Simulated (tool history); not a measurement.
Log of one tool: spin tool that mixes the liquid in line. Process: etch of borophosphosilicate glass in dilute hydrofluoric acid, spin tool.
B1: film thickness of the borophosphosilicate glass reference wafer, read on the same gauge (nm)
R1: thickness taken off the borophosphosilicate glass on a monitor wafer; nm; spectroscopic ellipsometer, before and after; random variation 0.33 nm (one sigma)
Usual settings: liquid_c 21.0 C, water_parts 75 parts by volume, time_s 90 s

{"run": 1, "hour": 0.0, "liquid_c": 21.0, "water_parts": 75, "time_s": 90, "B1": 30.0, "R1": 38.11}
{"hour": 21.2, "done": "gauge calibrated"}
{"run": 2, "hour": 29.5, "liquid_c": 21.0, "water_parts": 75, "time_s": 90, "B1": 30.03, "R1": 38.7}
{"run": 3, "hour": 89.9, "liquid_c": 21.0, "water_parts": 95, "time_s": 90, "B1": 30.0, "R1": 29.65}
{"run": 4, "hour": 114.0, "liquid_c": 21.0, "water_parts": 95, "time_s": 90, "B1": 30.0, "R1": 29.19}
{"run": 5, "hour": 162.2, "liquid_c": 21.0, "water_parts": 95, "time_s": 90, "B1": 29.98, "R1": 29.16}
{"run": 6, "hour": 234.1, "liquid_c": 21.0, "water_parts": 75, "time_s": 90, "B1": 29.99, "R1": 37.62}
{"run": 7, "hour": 277.7, "liquid_c": 21.0, "water_parts": 75, "time_s": 90, "B1": 30.01, "R1": 37.78}
{"run": 8, "hour": 303.8, "liquid_c": 21.0, "water_parts": 75, "time_s": 90, "B1": 29.97, "R1": 37.43}
{"run": 9, "hour": 344.2, "liquid_c": 21.0, "water_parts": 75, "time_s": 90, "B1": 29.98, "R1": 36.93}
{"run": 10, "hour": 379.3, "liquid_c": 21.0, "water_parts": 75, "time_s": 90, "B1": 30.01, "R1": 36.62}
{"hour": 384.2, "done": "hydrofluoric acid flow meter replaced"}
{"run": 11, "hour": 421.9, "liquid_c": 22.5, "water_parts": 85, "time_s": 45, "B1": 29.99, "R1": 19.38}
{"hour": 479.1, "done": "thermometer replaced"}
{"run": 12, "hour": 486.2, "liquid_c": 21.0, "water_parts": 50, "time_s": 65, "B1": 30.05, "R1": 45.85}
{"run": 13, "hour": 525.3, "liquid_c": 18.5, "water_parts": 110, "time_s": 65, "B1": 30.01, "R1": 17.39}
{"hour": 550.3, "done": "gauge calibrated"}
{"run": 14, "hour": 552.7, "liquid_c": 21.0, "water_parts": 40, "time_s": 50, "B1": 30.0, "R1": 44.37}
{"run": 15, "hour": 609.1, "liquid_c": 17.0, "water_parts": 75, "time_s": 65, "B1": 29.98, "R1": 24.78}

The next listed run, before its measurement:
{"run": 16, "hour": 652.3, "liquid_c": 18.0, "water_parts": 75, "time_s": 90, "B1": "?", "R1": "?"}

{"run 16": {"B1": 29.98, "R1": 35.73}}
Without the tool's hidden state the same run would have given R1 37.35 nm.
